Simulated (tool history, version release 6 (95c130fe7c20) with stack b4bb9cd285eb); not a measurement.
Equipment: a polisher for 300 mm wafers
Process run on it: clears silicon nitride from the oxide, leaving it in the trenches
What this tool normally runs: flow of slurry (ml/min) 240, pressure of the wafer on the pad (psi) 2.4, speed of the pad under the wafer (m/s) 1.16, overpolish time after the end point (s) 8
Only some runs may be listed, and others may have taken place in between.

| run | day | flow of slurry (ml/min) | pressure of the wafer on the pad (psi) | speed of the pad under the wafer (m/s) | overpolish time after the end point (s) | wafers since the last listed run | wafers polished on this pad | hours since the slurry nozzle was cleaned | hours since the head pressure was calibrated | incoming thickness of the incoming film, nm | time until the end point was called (s) |
|---|---|---|---|---|---|---|---|---|---|---|---|
| 1 | 0 | 240 | 2.4 | 1.16 | 8 | 0 | 523 | 318.8 | 144.5 | 129.2 | 112.9 |
| 2 | 2.542 | 240 | 2.4 | 1.16 | 8 | 378 | 901 | 379.8 | 205.5 | 130.2 | 115.7 |
| 3 | 3.817 | 270 | 2.4 | 1.16 | 8 | 189 | 1091 | 410.4 | 236.1 | 127.9 | 117.2 |
|  | 4.796 | slurry nozzle cleaned |
|  | 5.146 | worn pad replaced by a new one |
| 4 | 5.167 | 270 | 2.4 | 1.16 | 8 | 169 | 3 | 8.9 | 268.5 | 130.4 | 115.4 |
| 5 | 7.938 | 270 | 2.4 | 1.16 | 8 | 412 | 415 | 75.4 | 335 | 130.1 | 115.6 |
| 6 | 9.15 | 240 | 2.8 | 1.16 | 8 | 180 | 595 | 104.5 | 364.1 | 130.2 | 104.7 |
| 7 | 11.5 | 240 | 2.8 | 1.16 | 8 | 349 | 945 | 160.9 | 420.5 | 130.8 | 100.7 |
|  | 14.175 | worn pad replaced by a new one |
| 8 | 14.262 | 240 | 2.4 | 1.16 | 8 | 386 | 13 | 227.2 | 486.8 | 129.4 | 118.8 |
| 9 | 15.317 | 240 | 2.4 | 1.16 | 8 | 156 | 169 | 252.5 | 512.1 | 129.1 | 116.2 |
| 10 | 17.929 | 240 | 2.4 | 1.16 | 8 | 388 | 558 | 315.2 | 574.8 | 129.7 | 114.5 |
| 11 | 20.808 | 240 | 2.4 | 1.16 | 8 | 428 | 987 | 384.3 | 643.9 | 130.1 | 119.7 |
| 12 | 21.967 | 240 | 2.4 | 1.16 | 8 | 172 | 1159 | 412.1 | 671.7 | 130.1 | 116.9 |
|  | 23.504 | head pressure recalibrated |
| 13 | 24.238 | 265 | 2.4 | 1.52 | 8 | 325 | 1484 | 466.6 | 17.6 | 129.4 | 88.9 |
|  | 24.8 | worn pad replaced by a new one |
|  | 26.154 | slurry nozzle cleaned |
| 14 | 26.408 | 240 | 2.4 | 1.32 | 8 | 291 | 232 | 6.1 | 69.7 | 131.7 | 103.4 |
| 15 | 28.471 | 240 | 2.8 | 0.88 | 8 | 306 | 539 | 55.6 | 119.2 | 129.7 | 130.3 |
| 16 | 29.938 | 170 | 2.4 | 1.16 | 8 | 218 | 757 | 90.8 | 154.4 | 128.5 | 123 |
|  | 33.138 | worn pad replaced by a new one |
| 17 | 37.946 | 285 | 2.4 | 0.82 | 8 | 1166 | 715 | 283 | 346.6 | 129.3 | 160.5 |
| 18 | 40.883 | 240 | 2.4 | 1.16 | 8 | 437 | 1152 | 353.5 | 417.1 | 129.3 | 116 |
| 19 | 43.183 | 175 | 2.4 | 1.38 | 12 | 342 | 1494 | 408.7 | 472.3 | 129.9 | 104.9 |
|  | 43.442 | worn pad replaced by a new one |
| 20 | 45.425 | 160 | 2.8 | 1.34 | 12 | 308 | 295 | 462.5 | 526.1 | 128.6 | 94.2 |
| 21 | 47.329 | 240 | 2.4 | 1.16 | 8 | 283 | 578 | 508.2 | 571.8 | 130.1 | 115 |
|  | 47.479 | slurry nozzle cleaned |
| 22 | 48.812 | 270 | 2.4 | 1.16 | 10 | 214 | 792 | 32 | 607.4 | 129.7 | 114.7 |

State the hidden condition of the tool at each of the runs:
removal rate lost through wear of the pad, %: 0, the same for each run
slurry flow missing at the pad, %: 0, the same for each run
deviation of the head's pressure from its setpoint, %: 0, the same for each run
